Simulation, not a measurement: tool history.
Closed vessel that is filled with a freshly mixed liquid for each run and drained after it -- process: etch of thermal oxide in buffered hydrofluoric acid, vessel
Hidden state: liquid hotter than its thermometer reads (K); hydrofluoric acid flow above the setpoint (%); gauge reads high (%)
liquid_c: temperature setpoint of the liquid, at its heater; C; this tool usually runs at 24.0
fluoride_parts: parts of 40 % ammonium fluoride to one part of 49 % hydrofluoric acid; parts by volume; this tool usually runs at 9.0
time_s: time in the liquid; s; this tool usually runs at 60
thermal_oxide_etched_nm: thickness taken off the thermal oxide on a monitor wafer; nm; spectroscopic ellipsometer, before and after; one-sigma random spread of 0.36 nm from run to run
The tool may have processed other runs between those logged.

| run | day | liquid_c | fluoride_parts | time_s | wafers since the last listed run | hours since the thermometer was replaced | hours since the hydrofluoric acid flow meter was replaced | hours since the gauge calibration | read-back film thickness of the thermal oxide reference wafer, read on the same gauge (nm) | thermal_oxide_etched_nm |
|---|---|---|---|---|---|---|---|---|---|---|
| 1 | 0.000 | 24.0 | 9.0 | 60 | 0 | 984.7 | 1770.6 | 2089.8 | 90.02 | 79.40 |
| 2 | 1.742 | 24.0 | 9.0 | 60 | 2911 | 1026.5 | 1812.4 | 2131.6 | 89.99 | 79.90 |
| 3 | 4.329 | 24.0 | 9.0 | 60 | 4325 | 1088.6 | 1874.5 | 2193.7 | 89.99 | 79.92 |
| 4 | 6.417 | 24.0 | 9.0 | 60 | 3489 | 1138.7 | 1924.6 | 2243.8 | 89.95 | 79.95 |
| 5 | 7.600 | 24.0 | 9.0 | 60 | 1978 | 1167.1 | 1953.0 | 2272.2 | 90.02 | 80.54 |
| 6 | 8.696 | 24.0 | 9.0 | 60 | 1831 | 1193.4 | 1979.3 | 2298.5 | 90.03 | 80.80 |
| 7 | 9.992 | 24.0 | 9.0 | 60 | 2166 | 1224.5 | 2010.4 | 2329.6 | 89.99 | 80.06 |
| 8 | 11.142 | 24.0 | 9.0 | 60 | 1922 | 1252.1 | 2038.0 | 2357.2 | 89.98 | 80.46 |
|  | 11.171 | gauge calibrated |
| 9 | 12.742 | 24.0 | 9.0 | 50 | 2674 | 1290.5 | 2076.4 | 37.7 | 89.97 | 67.45 |
| 10 | 15.225 | 24.0 | 9.0 | 60 | 4151 | 1350.1 | 2136.0 | 97.3 | 90.01 | 81.19 |
| 11 | 16.612 | 24.0 | 8.0 | 60 | 2319 | 1383.4 | 2169.3 | 130.6 | 89.96 | 92.52 |
|  | 18.892 | hydrofluoric acid flow meter replaced |
| 12 | 19.383 | 25.5 | 12.0 | 60 | 4562 | 1449.9 | 11.8 | 197.1 | 89.96 | 64.63 |
| 13 | 21.996 | 24.0 | 11.0 | 80 | 4367 | 1512.6 | 74.5 | 259.8 | 90.00 | 86.90 |
|  | 24.296 | thermometer replaced |
| 14 | 24.317 | 24.0 | 6.0 | 60 | 3810 | 0.5 | 130.2 | 315.5 | 90.00 | 109.94 |
| 15 | 28.554 | 21.5 | 9.0 | 30 | 7083 | 102.2 | 231.9 | 417.2 | 90.02 | 31.66 |
| 16 | 30.521 | 28.0 | 7.5 | 85 | 3287 | 149.4 | 279.1 | 464.4 | 90.02 | 155.92 |
| 17 | 32.950 | 20.0 | 7.5 | 85 | 4060 | 207.7 | 337.4 | 522.7 | 89.99 | 102.46 |
| 18 | 35.200 | 21.0 | 7.5 | 40 | 3761 | 261.7 | 391.4 | 576.7 | 90.00 | 51.10 |
| 19 | 42.121 | 24.0 | 9.0 | 60 | 11569 | 427.8 | 557.5 | 742.8 | 90.02 | 74.63 |
| 20 | 43.433 | 24.0 | 9.0 | 60 | 2194 | 459.3 | 589.0 | 774.3 | 89.99 | 75.23 |
| 21 | 45.946 | 25.5 | 11.5 | 90 | 4200 | 519.6 | 649.3 | 834.6 | 90.00 | 100.54 |
| 22 | 47.404 | 27.0 | 7.0 | 60 | 2437 | 554.6 | 684.3 | 869.6 | 90.02 | 116.91 |
| 23 | 48.429 | 24.0 | 9.0 | 60 | 1713 | 579.2 | 708.9 | 894.2 | 90.02 | 76.18 |
| 24 | 50.408 | 27.5 | 12.0 | 70 | 3308 | 626.7 | 756.4 | 941.7 | 90.03 | 82.80 |
| 25 | 51.904 | 24.0 | 9.0 | 60 | 2500 | 662.6 | 792.3 | 977.6 | 89.96 | 76.26 |
| 26 | 52.921 | 28.5 | 9.0 | 60 | 1699 | 687.0 | 816.7 | 1002.0 | 90.01 | 96.47 |
| 27 | 54.742 | 27.5 | 11.5 | 75 | 3043 | 730.7 | 860.4 | 1045.7 | 89.99 | 94.06 |
| 28 | 57.688 | 19.5 | 7.5 | 60 | 4924 | 801.4 | 931.1 | 1116.4 | 90.01 | 72.71 |
| 29 | 60.192 | 20.0 | 9.0 | 30 | 4186 | 861.5 | 991.2 | 1176.5 | 90.00 | 31.05 |
| 30 | 61.279 | 24.0 | 9.0 | 60 | 1817 | 887.6 | 1017.3 | 1202.6 | 90.04 | 76.93 |
| 31 | 62.533 | 21.5 | 11.0 | 80 | 2096 | 917.7 | 1047.4 | 1232.7 | 89.98 | 76.10 |
| 32 | 69.679 | 20.0 | 9.0 | 80 | 11945 | 1089.2 | 1218.9 | 1404.2 | 90.02 | 82.61 |

How would selected steps in thermal_oxide_etched_nm from run to run divide? Give the signed amount a tool lacking its hidden state would still show from settings, what came in and random variation, and the signed amount left for the hidden state, including any gauge scatter that is not in both of the compared results.
Run 11 -> 12: liquid_c 24.0 -> 25.5, fluoride_parts 8.0 -> 12.0, hydrofluoric acid flow meter replaced. thermal_oxide_etched_nm -27.89 nm: hidden state -6.97, all else -20.92.
Run 13 -> 14: fluoride_parts 11.0 -> 6.0, time_s 80 -> 60, thermometer replaced. thermal_oxide_etched_nm +23.04 nm: hidden state -3.62, all else +26.66.
Run 14 -> 15: liquid_c 24.0 -> 21.5, fluoride_parts 6.0 -> 9.0, time_s 60 -> 30. thermal_oxide_etched_nm -78.28 nm: hidden state -0.36, all else -77.92.
Run 15 -> 16: liquid_c 21.5 -> 28.0, fluoride_parts 9.0 -> 7.5, time_s 30 -> 85. thermal_oxide_etched_nm +124.26 nm: hidden state +2.13, all else +122.13.
Run 16 -> 17: liquid_c 28.0 -> 20.0. thermal_oxide_etched_nm -53.46 nm: hidden state -0.55, all else -52.91.
Run 29 -> 30: liquid_c 20.0 -> 24.0, time_s 30 -> 60. thermal_oxide_etched_nm +45.88 nm: hidden state +2.62, all else +43.26.

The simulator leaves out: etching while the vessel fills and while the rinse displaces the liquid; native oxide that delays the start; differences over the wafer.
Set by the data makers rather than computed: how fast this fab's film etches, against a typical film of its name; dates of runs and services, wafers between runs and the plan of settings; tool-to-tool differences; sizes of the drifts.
